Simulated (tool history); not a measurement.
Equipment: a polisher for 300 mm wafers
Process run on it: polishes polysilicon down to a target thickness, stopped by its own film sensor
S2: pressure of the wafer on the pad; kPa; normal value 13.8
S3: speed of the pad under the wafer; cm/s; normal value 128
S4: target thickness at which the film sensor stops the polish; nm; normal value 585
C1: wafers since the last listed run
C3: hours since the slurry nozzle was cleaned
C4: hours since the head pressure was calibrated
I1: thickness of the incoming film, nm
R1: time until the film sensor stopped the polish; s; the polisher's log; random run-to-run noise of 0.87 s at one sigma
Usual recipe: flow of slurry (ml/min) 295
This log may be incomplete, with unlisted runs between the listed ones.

{"run": 1, "hour": 0.0, "flow of slurry (ml/min)": 295, "S2": 13.8, "S3": 128, "S4": 661, "C1": 0, "wafers polished on this pad": 4604, "C3": 399.9, "C4": 693.2, "I1": 976.6, "R1": 42.8}
{"hour": 46.0, "done": "worn pad replaced by a new one"}
{"run": 2, "hour": 86.8, "flow of slurry (ml/min)": 295, "S2": 12.4, "S3": 128, "S4": 492, "C1": 1029, "wafers polished on this pad": 506, "C3": 486.7, "C4": 780.0, "I1": 981.9, "R1": 75.9}
{"hour": 107.9, "done": "slurry nozzle cleaned"}
{"run": 3, "hour": 160.7, "flow of slurry (ml/min)": 295, "S2": 12.4, "S3": 128, "S4": 492, "C1": 906, "wafers polished on this pad": 1412, "C3": 52.8, "C4": 853.9, "I1": 980.5, "R1": 71.7}
{"run": 4, "hour": 326.0, "flow of slurry (ml/min)": 295, "S2": 13.8, "S3": 128, "S4": 681, "C1": 2054, "wafers polished on this pad": 3467, "C3": 218.1, "C4": 1019.2, "I1": 964.7, "R1": 39.6}
{"hour": 417.0, "done": "head pressure recalibrated"}
{"hour": 433.9, "done": "worn pad replaced by a new one"}
{"hour": 587.9, "done": "slurry nozzle cleaned"}
{"run": 5, "hour": 610.9, "flow of slurry (ml/min)": 295, "S2": 13.8, "S3": 128, "S4": 585, "C1": 3454, "wafers polished on this pad": 2187, "C3": 23.0, "C4": 193.9, "I1": 973.3, "R1": 56.6}
{"run": 6, "hour": 671.7, "flow of slurry (ml/min)": 295, "S2": 13.8, "S3": 128, "S4": 585, "C1": 755, "wafers polished on this pad": 2943, "C3": 83.8, "C4": 254.7, "I1": 970.5, "R1": 56.4}
{"run": 7, "hour": 720.2, "flow of slurry (ml/min)": 295, "S2": 13.8, "S3": 128, "S4": 585, "C1": 602, "wafers polished on this pad": 3546, "C3": 132.3, "C4": 303.2, "I1": 980.6, "R1": 59.1}
{"run": 8, "hour": 807.9, "flow of slurry (ml/min)": 295, "S2": 12.4, "S3": 128, "S4": 585, "C1": 1090, "wafers polished on this pad": 4636, "C3": 220.0, "C4": 390.9, "I1": 972.5, "R1": 63.7}
{"run": 9, "hour": 856.1, "flow of slurry (ml/min)": 295, "S2": 13.8, "S3": 128, "S4": 585, "C1": 599, "wafers polished on this pad": 5235, "C3": 268.2, "C4": 439.1, "I1": 988.5, "R1": 59.3}
{"hour": 887.6, "done": "worn pad replaced by a new one"}
{"run": 10, "hour": 943.5, "flow of slurry (ml/min)": 295, "S2": 17.2, "S3": 146, "S4": 585, "C1": 1036, "wafers polished on this pad": 694, "C3": 355.6, "C4": 526.5, "I1": 971.3, "R1": 43.8}
{"hour": 961.7, "done": "slurry nozzle cleaned, repeated, since the last time left the tool worse"}
{"run": 11, "hour": 1019.2, "flow of slurry (ml/min)": 295, "S2": 17.2, "S3": 146, "S4": 585, "C1": 928, "wafers polished on this pad": 1623, "C3": 57.5, "C4": 602.2, "I1": 969.6, "R1": 37.3}
{"run": 12, "hour": 1082.3, "flow of slurry (ml/min)": 295, "S2": 17.2, "S3": 146, "S4": 585, "C1": 784, "wafers polished on this pad": 2407, "C3": 120.6, "C4": 665.3, "I1": 960.6, "R1": 38.9}
{"run": 13, "hour": 1135.1, "flow of slurry (ml/min)": 295, "S2": 13.8, "S3": 128, "S4": 585, "C1": 656, "wafers polished on this pad": 3064, "C3": 173.4, "C4": 718.1, "I1": 976.1, "R1": 52.1}
{"run": 14, "hour": 1196.2, "flow of slurry (ml/min)": 295, "S2": 13.8, "S3": 128, "S4": 585, "C1": 759, "wafers polished on this pad": 3823, "C3": 234.5, "C4": 779.2, "I1": 958.7, "R1": 50.7}
{"run": 15, "hour": 1278.1, "flow of slurry (ml/min)": 295, "S2": 12.4, "S3": 128, "S4": 544, "C1": 1018, "wafers polished on this pad": 4841, "C3": 316.4, "C4": 861.1, "I1": 954.8, "R1": 62.9}
{"hour": 1310.8, "done": "worn pad replaced by a new one"}
{"run": 16, "hour": 1368.5, "flow of slurry (ml/min)": 295, "S2": 11.0, "S3": 128, "S4": 585, "C1": 1073, "wafers polished on this pad": 717, "C3": 406.8, "C4": 951.5, "I1": 965.7, "R1": 62.6}
{"run": 17, "hour": 1414.0, "flow of slurry (ml/min)": 295, "S2": 15.9, "S3": 104, "S4": 585, "C1": 565, "wafers polished on this pad": 1282, "C3": 452.3, "C4": 997.0, "I1": 965.4, "R1": 58.0}
{"run": 18, "hour": 1481.7, "flow of slurry (ml/min)": 355, "S2": 13.8, "S3": 128, "S4": 473, "C1": 841, "wafers polished on this pad": 2124, "C3": 520.0, "C4": 1064.7, "I1": 977.1, "R1": 69.6}
{"hour": 1497.4, "done": "slurry nozzle cleaned"}
{"run": 19, "hour": 1535.8, "flow of slurry (ml/min)": 295, "S2": 13.8, "S3": 128, "S4": 585, "C1": 660, "wafers polished on this pad": 2784, "C3": 38.4, "C4": 1118.8, "I1": 964.0, "R1": 51.7}
{"run": 20, "hour": 1634.7, "flow of slurry (ml/min)": 295, "S2": 9.7, "S3": 128, "S4": 540, "C1": 1229, "wafers polished on this pad": 4013, "C3": 137.3, "C4": 1217.7, "I1": 957.3, "R1": 75.3}
{"run": 21, "hour": 1712.8, "flow of slurry (ml/min)": 295, "S2": 13.8, "S3": 128, "S4": 585, "C1": 970, "wafers polished on this pad": 4984, "C3": 215.4, "C4": 1295.8, "I1": 966.7, "R1": 52.2}
{"hour": 1727.7, "done": "worn pad replaced by a new one"}
{"run": 22, "hour": 1755.7, "flow of slurry (ml/min)": 390, "S2": 17.9, "S3": 86, "S4": 671, "C1": 483, "wafers polished on this pad": 348, "C3": 258.3, "C4": 1338.7, "I1": 960.3, "R1": 44.1}
{"hour": 1761.5, "done": "head pressure recalibrated"}
{"run": 23, "hour": 1816.8, "flow of slurry (ml/min)": 390, "S2": 13.8, "S3": 128, "S4": 537, "C1": 734, "wafers polished on this pad": 1083, "C3": 319.4, "C4": 55.3, "I1": 991.7, "R1": 61.3}
{"run": 24, "hour": 1891.6, "flow of slurry (ml/min)": 195, "S2": 13.8, "S3": 172, "S4": 585, "C1": 929, "wafers polished on this pad": 2012, "C3": 394.2, "C4": 130.1, "I1": 958.8, "R1": 40.6}
{"hour": 1988.8, "done": "slurry nozzle cleaned"}
{"run": 25, "hour": 1989.3, "flow of slurry (ml/min)": 295, "S2": 17.2, "S3": 128, "S4": 585, "C1": 1202, "wafers polished on this pad": 3214, "C3": 0.5, "C4": 227.8, "I1": 977.8, "R1": 43.7}
{"run": 26, "hour": 2074.9, "flow of slurry (ml/min)": 295, "S2": 15.9, "S3": 140, "S4": 691, "C1": 1064, "wafers polished on this pad": 4278, "C3": 86.1, "C4": 313.4, "I1": 972.5, "R1": 32.3}
{"run": 27, "hour": 2121.8, "flow of slurry (ml/min)": 295, "S2": 13.8, "S3": 94, "S4": 585, "C1": 582, "wafers polished on this pad": 4861, "C3": 133.0, "C4": 360.3, "I1": 963.5, "R1": 68.1}
{"run": 28, "hour": 2160.6, "flow of slurry (ml/min)": 295, "S2": 11.7, "S3": 128, "S4": 585, "C1": 482, "wafers polished on this pad": 5344, "C3": 171.8, "C4": 399.1, "I1": 978.5, "R1": 61.8}
{"hour": 2188.3, "done": "worn pad replaced by a new one"}
{"run": 29, "hour": 2240.3, "flow of slurry (ml/min)": 295, "S2": 13.8, "S3": 128, "S4": 585, "C1": 940, "wafers polished on this pad": 646, "C3": 251.5, "C4": 478.8, "I1": 970.9, "R1": 53.9}

Here are 5 independent what-if runs from the current tool condition. What would each one return?
{"run": "A", "hour": 2240.7, "flow of slurry (ml/min)": 295, "S2": 13.8, "S3": 172, "S4": 585, "C1": 4, "wafers polished on this pad": 651, "C3": 251.9, "C4": 479.2, "I1": 986.3, "R1": "?"}
{"run": "B", "hour": 2240.7, "flow of slurry (ml/min)": 235, "S2": 13.8, "S3": 128, "S4": 585, "C1": 4, "wafers polished on this pad": 651, "C3": 251.9, "C4": 479.2, "I1": 986.3, "R1": "?"}
{"run": "C", "hour": 2240.7, "flow of slurry (ml/min)": 295, "S2": 11.0, "S3": 108, "S4": 585, "C1": 4, "wafers polished on this pad": 651, "C3": 251.9, "C4": 479.2, "I1": 986.3, "R1": "?"}
{"run": "D", "hour": 2240.7, "flow of slurry (ml/min)": 295, "S2": 16.5, "S3": 128, "S4": 642, "C1": 4, "wafers polished on this pad": 651, "C3": 251.9, "C4": 479.2, "I1": 986.3, "R1": "?"}
{"run": "E", "hour": 2240.7, "flow of slurry (ml/min)": 230, "S2": 10.3, "S3": 164, "S4": 631, "C1": 4, "wafers polished on this pad": 651, "C3": 251.9, "C4": 479.2, "I1": 986.3, "R1": "?"}

run=A R1=41.6
run=B R1=56.5
run=C R1=76.6
run=D R1=40.5
run=E R1=49.8
Had the tool no hidden state, the same runs would have come out as:
run=A R1=41.2
run=B R1=55.9
run=C R1=76.0
run=D R1=40.2
run=E R1=49.3
